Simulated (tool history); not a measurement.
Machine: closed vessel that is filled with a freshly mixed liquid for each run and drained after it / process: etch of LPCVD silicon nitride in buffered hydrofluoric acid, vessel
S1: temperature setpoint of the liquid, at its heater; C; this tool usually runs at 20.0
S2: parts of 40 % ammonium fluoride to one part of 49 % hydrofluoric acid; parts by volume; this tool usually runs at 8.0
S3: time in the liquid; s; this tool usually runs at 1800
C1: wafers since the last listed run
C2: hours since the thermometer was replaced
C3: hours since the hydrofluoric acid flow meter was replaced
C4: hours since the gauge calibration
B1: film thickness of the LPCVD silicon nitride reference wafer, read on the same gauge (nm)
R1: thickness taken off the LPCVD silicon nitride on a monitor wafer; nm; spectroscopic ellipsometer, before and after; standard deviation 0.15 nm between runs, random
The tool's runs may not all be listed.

| run | hour | S1 | S2 | S3 | C1 | C2 | C3 | C4 | B1 | R1 |
|---|---|---|---|---|---|---|---|---|---|---|
| 1 | 0.0 | 20.0 | 8.0 | 1800 | 0 | 1182.2 | 1285.9 | 114.6 | 40.01 | 28.71 |
| 2 | 23.9 | 20.0 | 8.0 | 1800 | 752 | 1206.1 | 1309.8 | 138.5 | 40.04 | 28.52 |
| 3 | 44.5 | 20.0 | 8.0 | 1800 | 648 | 1226.7 | 1330.4 | 159.1 | 40.00 | 28.73 |
| 4 | 60.2 | 20.0 | 8.0 | 1800 | 494 | 1242.4 | 1346.1 | 174.8 | 40.01 | 28.54 |
| 5 | 87.6 | 20.0 | 8.0 | 1800 | 862 | 1269.8 | 1373.5 | 202.2 | 40.03 | 28.75 |
| 6 | 103.5 | 20.0 | 8.0 | 1800 | 500 | 1285.7 | 1389.4 | 218.1 | 40.04 | 28.81 |
|  | 118.9 | thermometer replaced |
| 7 | 139.2 | 20.0 | 8.0 | 1800 | 1092 | 20.3 | 1425.1 | 253.8 | 40.01 | 28.84 |
| 8 | 157.8 | 20.0 | 7.0 | 1325 | 585 | 38.9 | 1443.7 | 272.4 | 39.99 | 24.12 |
| 9 | 190.2 | 20.0 | 8.0 | 1515 | 1019 | 71.3 | 1476.1 | 304.8 | 39.97 | 24.40 |
|  | 219.5 | hydrofluoric acid flow meter replaced |
| 10 | 224.7 | 20.0 | 8.0 | 2080 | 1054 | 105.8 | 5.2 | 339.3 | 40.00 | 29.81 |
|  | 237.1 | gauge calibrated |
| 11 | 260.5 | 20.0 | 8.0 | 1800 | 1126 | 141.6 | 41.0 | 23.4 | 39.96 | 26.04 |
| 12 | 281.3 | 20.0 | 8.0 | 1800 | 654 | 162.4 | 61.8 | 44.2 | 40.00 | 26.19 |
| 13 | 307.1 | 20.0 | 8.0 | 1800 | 811 | 188.2 | 87.6 | 70.0 | 40.01 | 26.34 |
| 14 | 341.2 | 20.0 | 5.5 | 2630 | 1073 | 222.3 | 121.7 | 104.1 | 40.02 | 54.45 |
| 15 | 373.9 | 20.0 | 8.0 | 2485 | 1029 | 255.0 | 154.4 | 136.8 | 40.00 | 36.53 |

Forecast each of these 5 alternatives for the next run:
| A | 375.0 | 20.0 | 8.0 | 2160 | 34 | 256.1 | 155.5 | 137.9 | ? | ? |
| B | 375.0 | 20.0 | 6.0 | 1800 | 34 | 256.1 | 155.5 | 137.9 | ? | ? |
| C | 375.0 | 17.5 | 10.5 | 1085 | 34 | 256.1 | 155.5 | 137.9 | ? | ? |
| D | 375.0 | 20.0 | 5.5 | 790 | 34 | 256.1 | 155.5 | 137.9 | ? | ? |
| E | 375.0 | 18.0 | 9.5 | 1800 | 34 | 256.1 | 155.5 | 137.9 | ? | ? |

| run | B1 | R1 |
|---|---|---|
| A | 40.01 | 31.53 |
| B | 40.01 | 34.52 |
| C | 40.01 | 10.77 |
| D | 40.01 | 16.31 |
| E | 40.01 | 19.77 |
The same runs, with their run-to-run variation unchanged, on a tool lacking any hidden condition would have given:
| run | R1 |
|---|---|
| A | 30.78 |
| B | 33.87 |
| C | 10.54 |
| D | 16.00 |
| E | 19.49 |
